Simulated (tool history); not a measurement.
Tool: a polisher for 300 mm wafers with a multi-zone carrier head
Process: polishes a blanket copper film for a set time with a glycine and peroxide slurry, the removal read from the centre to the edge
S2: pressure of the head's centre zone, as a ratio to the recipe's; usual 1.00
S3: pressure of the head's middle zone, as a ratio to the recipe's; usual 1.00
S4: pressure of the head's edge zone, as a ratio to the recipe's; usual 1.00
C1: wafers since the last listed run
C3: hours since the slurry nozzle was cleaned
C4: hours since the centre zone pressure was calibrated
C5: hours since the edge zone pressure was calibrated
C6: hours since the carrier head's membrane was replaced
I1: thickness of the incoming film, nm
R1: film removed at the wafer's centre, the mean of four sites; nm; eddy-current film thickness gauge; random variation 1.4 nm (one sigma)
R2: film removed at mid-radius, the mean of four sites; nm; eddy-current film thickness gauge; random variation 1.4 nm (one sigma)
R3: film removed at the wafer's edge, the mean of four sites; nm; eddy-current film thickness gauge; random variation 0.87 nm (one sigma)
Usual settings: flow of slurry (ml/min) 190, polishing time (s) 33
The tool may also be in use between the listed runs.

Run 1, hour 0.0: usual settings but polishing time (s) 41; C1 0; wafers polished on this pad 7; C3 533.9; C4 595.4; C5 1403.0; C6 530.0; I1 1351.9. Result: R1 177.7 nm, R2 168.7 nm, R3 163.1 nm.
Run 2, hour 5.9: usual settings but polishing time (s) 41; C1 102; wafers polished on this pad 110; C3 539.8; C4 601.3; C5 1408.9; C6 535.9; I1 1364.8. Result: R1 175.3 nm, R2 169.6 nm, R3 163.0 nm.
Run 3, hour 14.7: usual settings; C1 153; wafers polished on this pad 263; C3 548.6; C4 610.1; C5 1417.7; C6 544.7; I1 1349.5. Result: R1 142.7 nm, R2 138.2 nm, R3 131.6 nm.
Run 4, hour 23.3: usual settings but polishing time (s) 36; C1 149; wafers polished on this pad 413; C3 557.2; C4 618.7; C5 1426.3; C6 553.3; I1 1372.9. Result: R1 156.0 nm, R2 146.4 nm, R3 143.9 nm.
Run 5, hour 32.8: usual settings but polishing time (s) 36; C1 165; wafers polished on this pad 579; C3 566.7; C4 628.2; C5 1435.8; C6 562.8; I1 1375.7. Result: R1 151.5 nm, R2 149.5 nm, R3 143.1 nm.
Run 6, hour 39.4: usual settings; C1 114; wafers polished on this pad 693; C3 573.3; C4 634.8; C5 1442.4; C6 569.4; I1 1362.2. Result: R1 143.4 nm, R2 138.5 nm, R3 132.5 nm.
Run 7, hour 47.0: usual settings; C1 132; wafers polished on this pad 826; C3 580.9; C4 642.4; C5 1450.0; C6 577.0; I1 1351.2. Result: R1 142.0 nm, R2 135.2 nm, R3 131.2 nm.
At hour 52.2: worn pad replaced by a new one.
Run 8, hour 60.6: usual settings; C1 167; wafers polished on this pad 146; C3 594.5; C4 656.0; C5 1463.6; C6 590.6; I1 1340.2. Result: R1 143.9 nm, R2 138.4 nm, R3 131.8 nm.
Run 9, hour 69.0: usual settings but S3 0.95; C1 146; wafers polished on this pad 293; C3 602.9; C4 664.4; C5 1472.0; C6 599.0; I1 1336.3. Result: R1 145.4 nm, R2 133.1 nm, R3 132.4 nm.
Run 10, hour 82.7: usual settings but S3 0.95; C1 238; wafers polished on this pad 531; C3 616.6; C4 678.1; C5 1485.7; C6 612.7; I1 1348.8. Result: R1 144.2 nm, R2 134.3 nm, R3 131.4 nm.
Run 11, hour 91.4: usual settings but S4 1.11; C1 151; wafers polished on this pad 683; C3 625.3; C4 686.8; C5 1494.4; C6 621.4; I1 1359.1. Result: R1 145.8 nm, R2 135.5 nm, R3 139.0 nm.
At hour 98.1: slurry nozzle cleaned.
At hour 102.3: worn pad replaced by a new one.
Run 12, hour 103.5: usual settings but S4 1.03; C1 123; wafers polished on this pad 21; C3 5.4; C4 698.9; C5 1506.5; C6 633.5; I1 1326.8. Result: R1 145.7 nm, R2 135.9 nm, R3 132.8 nm.
At hour 114.4: edge zone pressure recalibrated.
At hour 133.0: centre zone pressure recalibrated.
At hour 152.8: worn pad replaced by a new one.
At hour 154.3: carrier head's membrane replaced by a new one.
Run 13, hour 155.5: usual settings but flow of slurry (ml/min) 125, S2 1.07, S4 1.08, polishing time (s) 27; C1 739; wafers polished on this pad 20; C3 57.4; C4 22.5; C5 41.1; C6 1.2; I1 1340.3. Result: R1 121.6 nm, R2 101.4 nm, R3 104.1 nm.
Run 14, hour 164.4: usual settings but S2 1.05, S4 1.06; C1 154; wafers polished on this pad 175; C3 66.3; C4 31.4; C5 50.0; C6 10.1; I1 1344.6. Result: R1 164.6 nm, R2 138.2 nm, R3 136.2 nm.

Run 15 comes next. What will it give?
At hour 166.8: centre zone pressure recalibrated, repeated, since the last time left the tool worse.
Run 15, hour 177.9: usual settings but flow of slurry (ml/min) 225, S3 0.93; C1 200; wafers polished on this pad 375; C3 79.8; C4 11.1; C5 63.5; C6 23.6; I1 1359.8. Result: R1 ?, R2 ?, R3 ?.

{"run 15": {"R1": 139.7, "R2": 136.0, "R3": 134.5}}
Without the tool's hidden state the same run would have given R1 140.2 nm, R2 136.0 nm, R3 134.5 nm.
